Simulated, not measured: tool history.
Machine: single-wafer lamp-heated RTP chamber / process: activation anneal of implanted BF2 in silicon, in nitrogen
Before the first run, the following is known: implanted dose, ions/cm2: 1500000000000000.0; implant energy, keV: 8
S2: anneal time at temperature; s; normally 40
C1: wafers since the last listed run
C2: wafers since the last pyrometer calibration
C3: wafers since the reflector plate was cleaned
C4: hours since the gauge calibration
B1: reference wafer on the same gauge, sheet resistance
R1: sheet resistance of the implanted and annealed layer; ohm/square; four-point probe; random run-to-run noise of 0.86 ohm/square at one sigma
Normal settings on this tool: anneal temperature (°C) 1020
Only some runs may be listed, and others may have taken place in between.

{"run": 1, "day": 0.0, "anneal temperature (°C)": 1020, "S2": 40, "C1": 0, "C2": 1223, "C3": 9790, "C4": 1653.6, "B1": 164.99, "R1": 157.46}
{"day": 0.25, "done": "reflector plate cleaned"}
{"run": 2, "day": 2.138, "anneal temperature (°C)": 1020, "S2": 40, "C1": 656, "C2": 1879, "C3": 656, "C4": 1704.9, "B1": 165.1, "R1": 162.19}
{"run": 3, "day": 3.679, "anneal temperature (°C)": 1020, "S2": 40, "C1": 535, "C2": 2415, "C3": 1192, "C4": 1741.9, "B1": 164.86, "R1": 160.99}
{"run": 4, "day": 7.379, "anneal temperature (°C)": 1020, "S2": 40, "C1": 1286, "C2": 3701, "C3": 2478, "C4": 1830.7, "B1": 164.98, "R1": 161.7}
{"run": 5, "day": 9.662, "anneal temperature (°C)": 1037, "S2": 40, "C1": 793, "C2": 4495, "C3": 3272, "C4": 1885.5, "B1": 165.22, "R1": 146.56}
{"run": 6, "day": 11.588, "anneal temperature (°C)": 1020, "S2": 28, "C1": 669, "C2": 5164, "C3": 3941, "C4": 1931.7, "B1": 165.06, "R1": 174.48}
{"run": 7, "day": 15.354, "anneal temperature (°C)": 1020, "S2": 28, "C1": 1309, "C2": 6474, "C3": 5250, "C4": 2022.1, "B1": 164.96, "R1": 172.61}
{"run": 8, "day": 18.788, "anneal temperature (°C)": 1020, "S2": 40, "C1": 1193, "C2": 7667, "C3": 6444, "C4": 2104.5, "B1": 164.86, "R1": 154.65}
{"day": 19.783, "done": "pyrometer window cleaned and pyrometer calibrated"}
{"run": 9, "day": 23.233, "anneal temperature (°C)": 1020, "S2": 40, "C1": 1429, "C2": 1199, "C3": 7873, "C4": 2211.2, "B1": 164.96, "R1": 157.92}
{"run": 10, "day": 27.058, "anneal temperature (°C)": 1020, "S2": 40, "C1": 1329, "C2": 2529, "C3": 9203, "C4": 2303, "B1": 164.73, "R1": 156.8}
{"run": 11, "day": 29.771, "anneal temperature (°C)": 1040, "S2": 30, "C1": 942, "C2": 3472, "C3": 10146, "C4": 2368.1, "B1": 165.16, "R1": 146.63}
{"run": 12, "day": 32.062, "anneal temperature (°C)": 1020, "S2": 40, "C1": 796, "C2": 4268, "C3": 10943, "C4": 2423.1, "B1": 165.09, "R1": 152.08}
{"day": 32.983, "done": "reflector plate cleaned"}
{"day": 40.317, "done": "pyrometer window cleaned and pyrometer calibrated"}
{"day": 41.238, "done": "gauge calibrated"}
{"run": 13, "day": 44.271, "anneal temperature (°C)": 1020, "S2": 40, "C1": 4012, "C2": 1374, "C3": 3808, "C4": 72.8, "B1": 165.05, "R1": 161.64}
{"run": 14, "day": 47.633, "anneal temperature (°C)": 1020, "S2": 40, "C1": 1168, "C2": 2543, "C3": 4977, "C4": 153.5, "B1": 164.87, "R1": 161.45}
{"run": 15, "day": 49.362, "anneal temperature (°C)": 1020, "S2": 40, "C1": 601, "C2": 3144, "C3": 5578, "C4": 195, "B1": 164.91, "R1": 160.54}
{"run": 16, "day": 53.846, "anneal temperature (°C)": 1020, "S2": 40, "C1": 1558, "C2": 4702, "C3": 7136, "C4": 302.6, "B1": 165.09, "R1": 158.92}
{"run": 17, "day": 57.854, "anneal temperature (°C)": 1020, "S2": 40, "C1": 1393, "C2": 6096, "C3": 8530, "C4": 398.8, "B1": 164.84, "R1": 155.92}
{"day": 59.375, "done": "reflector plate cleaned"}
{"run": 18, "day": 59.529, "anneal temperature (°C)": 1040, "S2": 22, "C1": 466, "C2": 6562, "C3": 54, "C4": 439, "B1": 165.03, "R1": 161.11}
{"run": 19, "day": 63.562, "anneal temperature (°C)": 1029, "S2": 51, "C1": 1402, "C2": 7964, "C3": 1456, "C4": 535.8, "B1": 164.94, "R1": 144.16}
{"day": 64.404, "done": "pyrometer window cleaned and pyrometer calibrated"}
{"run": 20, "day": 65.538, "anneal temperature (°C)": 1020, "S2": 40, "C1": 570, "C2": 393, "C3": 2026, "C4": 583.2, "B1": 165.09, "R1": 161.99}
{"run": 21, "day": 67.175, "anneal temperature (°C)": 1036, "S2": 21, "C1": 569, "C2": 963, "C3": 2596, "C4": 622.5, "B1": 164.91, "R1": 169.89}
{"run": 22, "day": 70.0, "anneal temperature (°C)": 994, "S2": 22, "C1": 982, "C2": 1945, "C3": 3578, "C4": 690.3, "B1": 164.9, "R1": 253.57}
{"run": 23, "day": 73.921, "anneal temperature (°C)": 1038, "S2": 52, "C1": 1363, "C2": 3308, "C3": 4941, "C4": 784.4, "B1": 164.96, "R1": 136.15}

What does the tool deliver on the next run?
{"run": 24, "day": 75.946, "anneal temperature (°C)": 1020, "S2": 40, "C1": 703, "C2": 4012, "C3": 5645, "C4": 833, "B1": "?", "R1": "?"}

{"run 24": {"B1": 165.1, "R1": 157.21}}
Without the tool's hidden state the same run would have given R1 164.18 ohm/square.
